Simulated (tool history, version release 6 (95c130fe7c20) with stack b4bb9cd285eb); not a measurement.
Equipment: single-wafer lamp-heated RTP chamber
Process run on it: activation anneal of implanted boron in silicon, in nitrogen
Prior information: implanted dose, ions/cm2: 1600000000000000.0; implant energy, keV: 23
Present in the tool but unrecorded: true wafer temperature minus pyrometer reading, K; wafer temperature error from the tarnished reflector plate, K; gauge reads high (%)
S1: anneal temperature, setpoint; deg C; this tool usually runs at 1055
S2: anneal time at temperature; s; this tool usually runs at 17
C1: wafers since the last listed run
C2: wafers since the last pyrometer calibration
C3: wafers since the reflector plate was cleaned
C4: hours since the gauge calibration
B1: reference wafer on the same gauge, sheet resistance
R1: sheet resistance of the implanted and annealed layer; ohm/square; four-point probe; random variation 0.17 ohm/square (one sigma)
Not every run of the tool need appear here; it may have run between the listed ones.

| run | hour | S1 | S2 | C1 | C2 | C3 | C4 | B1 | R1 |
|---|---|---|---|---|---|---|---|---|---|
| 1 | 0.0 | 1055 | 13 | 0 | 5778 | 2109 | 93.8 | 84.46 | 70.58 |
| 2 | 56.7 | 1055 | 13 | 654 | 6433 | 2764 | 150.5 | 84.53 | 70.73 |
| 3 | 114.4 | 1055 | 17 | 666 | 7100 | 3431 | 208.2 | 84.51 | 70.11 |
| 4 | 181.4 | 1055 | 17 | 773 | 7874 | 4205 | 275.2 | 84.43 | 70.29 |
| 5 | 246.2 | 1055 | 17 | 748 | 8622 | 4953 | 340.0 | 84.47 | 70.32 |
|  | 291.8 | pyrometer window cleaned and pyrometer calibrated |
| 6 | 315.3 | 1055 | 17 | 705 | 271 | 5659 | 409.1 | 84.51 | 70.17 |
| 7 | 363.1 | 1055 | 17 | 552 | 823 | 6211 | 456.9 | 84.47 | 69.90 |
| 8 | 401.3 | 1055 | 17 | 441 | 1264 | 6653 | 495.1 | 84.50 | 70.09 |
| 9 | 431.1 | 1055 | 17 | 344 | 1608 | 6997 | 524.9 | 84.47 | 69.99 |
| 10 | 476.3 | 1055 | 24 | 522 | 2130 | 7519 | 570.1 | 84.52 | 69.16 |
| 11 | 521.5 | 1055 | 24 | 522 | 2653 | 8041 | 615.3 | 84.48 | 69.39 |
| 12 | 549.8 | 1055 | 24 | 326 | 2980 | 8368 | 643.6 | 84.49 | 69.02 |
| 13 | 583.0 | 1055 | 25 | 383 | 3363 | 8752 | 676.8 | 84.53 | 68.90 |
| 14 | 608.7 | 1055 | 17 | 296 | 3660 | 9049 | 702.5 | 84.46 | 69.51 |
|  | 618.4 | pyrometer window cleaned and pyrometer calibrated, repeated, since the last time left the tool worse |
| 15 | 676.6 | 1055 | 17 | 691 | 671 | 9740 | 770.4 | 84.54 | 70.72 |
|  | 735.3 | reflector plate cleaned |
| 16 | 737.9 | 1055 | 17 | 615 | 1287 | 29 | 831.7 | 84.47 | 70.71 |
| 17 | 782.0 | 1069 | 17 | 509 | 1797 | 539 | 875.8 | 84.55 | 69.51 |
| 18 | 832.4 | 1064 | 8 | 582 | 2379 | 1121 | 926.2 | 84.51 | 70.81 |
| 19 | 884.3 | 1055 | 17 | 599 | 2978 | 1721 | 978.1 | 84.54 | 70.47 |
| 20 | 946.7 | 1084 | 22 | 720 | 3699 | 2441 | 1040.5 | 84.48 | 68.62 |
| 21 | 1159.0 | 1074 | 24 | 2452 | 6152 | 4894 | 1252.8 | 84.49 | 68.25 |
| 22 | 1234.9 | 1055 | 17 | 876 | 7028 | 5771 | 1328.7 | 84.48 | 70.03 |
| 23 | 1297.5 | 1055 | 17 | 723 | 7752 | 6494 | 1391.3 | 84.53 | 70.39 |
| 24 | 1325.3 | 1042 | 10 | 321 | 8073 | 6815 | 1419.1 | 84.50 | 72.06 |
| 25 | 1384.6 | 1032 | 8 | 685 | 8758 | 7500 | 1478.4 | 84.47 | 73.27 |
|  | 1395.2 | gauge calibrated |
|  | 1441.5 | pyrometer window cleaned and pyrometer calibrated |
| 26 | 1447.9 | 1042 | 17 | 638 | 74 | 8139 | 52.7 | 84.51 | 71.79 |
| 27 | 1509.9 | 1044 | 17 | 716 | 790 | 8855 | 114.7 | 84.50 | 71.76 |
| 28 | 1560.6 | 1040 | 11 | 585 | 1376 | 9441 | 165.4 | 84.43 | 72.79 |
|  | 1580.9 | reflector plate cleaned |
| 29 | 1609.9 | 1055 | 17 | 477 | 1853 | 334 | 214.7 | 84.49 | 70.76 |
| 30 | 1678.7 | 1070 | 24 | 794 | 2648 | 1129 | 283.5 | 84.52 | 68.66 |
| 31 | 1714.4 | 1055 | 17 | 412 | 3060 | 1542 | 319.2 | 84.57 | 70.55 |
| 32 | 1763.5 | 1055 | 17 | 567 | 3627 | 2109 | 368.3 | 84.52 | 70.45 |
| 33 | 1827.2 | 1055 | 7 | 735 | 4363 | 2845 | 432.0 | 84.50 | 71.69 |

Branching from run 33: 3 alternative next runs. What would each branch give?
| A | 1827.6 | 1078 | 17 | 4 | 4368 | 2849 | 432.4 | ? | ? |
| B | 1827.6 | 1072 | 25 | 4 | 4368 | 2849 | 432.4 | ? | ? |
| C | 1827.6 | 1055 | 14 | 4 | 4368 | 2849 | 432.4 | ? | ? |

| run | B1 | R1 |
|---|---|---|
| A | 84.54 | 69.32 |
| B | 84.54 | 68.79 |
| C | 84.54 | 70.90 |
Without the tool's unlogged condition, the same runs would have read:
| run | R1 |
|---|---|
| A | 69.50 |
| B | 69.04 |
| C | 71.17 |
